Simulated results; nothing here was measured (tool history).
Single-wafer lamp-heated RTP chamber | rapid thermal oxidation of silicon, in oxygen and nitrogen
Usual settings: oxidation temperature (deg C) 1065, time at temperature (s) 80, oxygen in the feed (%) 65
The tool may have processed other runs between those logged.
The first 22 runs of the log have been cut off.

run    hour  oxidation temperature (deg C)  time at temperature (s)  oxygen in the feed (%)  read-back reference wafer on the same gauge, thickness  oxide thickness on the monitor wafer (angstrom)
 23  1490.6                           1065                       67                      65                                                  10.405                                            84.35
     1524.5  -- oxygen flow controller replaced
 24  1540.4                           1065                       66                      55                                                    10.4                                            78.68
 25  1597.1                           1065                       62                      65                                                  10.401                                            81.28
     1618.9  -- gauge calibrated
 26  1640.4                           1065                       80                      94                                                  10.401                                           103.94
 27  1683.7                           1043                       93                      65                                                  10.401                                             84.3
 28  1751.1                           1065                       80                      56                                                  10.403                                            86.66
 29  1792.8                           1065                       80                      65                                                  10.398                                            91.23
 30  1851.4                           1065                       80                      65                                                  10.402                                            91.26
 31  1894.1                           1094                      104                      84                                                  10.399                                           136.32
 32    1949                           1065                       80                      65                                                    10.4                                            91.17
 33    2019                           1092                       80                      42                                                  10.402                                            93.24
 34  2143.8                           1042                       54                      56                                                  10.399                                            62.23
 35  2175.9                           1065                       80                      38                                                  10.402                                            75.36
 36  2208.6                           1049                       59                      74                                                  10.395                                            74.88

What if the next run were any one of these 3? Each begins from the tool's condition after run 36:
  A  2209                           1042                       80                      65                                                       ?                                                ?
  B  2209                           1073                       80                      51                                                       ?                                                ?
  C  2209                           1065                       63                      79                                                       ?                                                ?

run  read-back reference wafer on the same gauge, thickness  oxide thickness on the monitor wafer (angstrom)
  A                                                  10.396                                            77.85
  B                                                  10.396                                            88.01
  C                                                  10.396                                            87.69
Without the tool's unlogged condition, the same runs would have read:
run  oxide thickness on the monitor wafer (angstrom)
  A                                            77.26
  B                                            87.38
  C                                            87.06
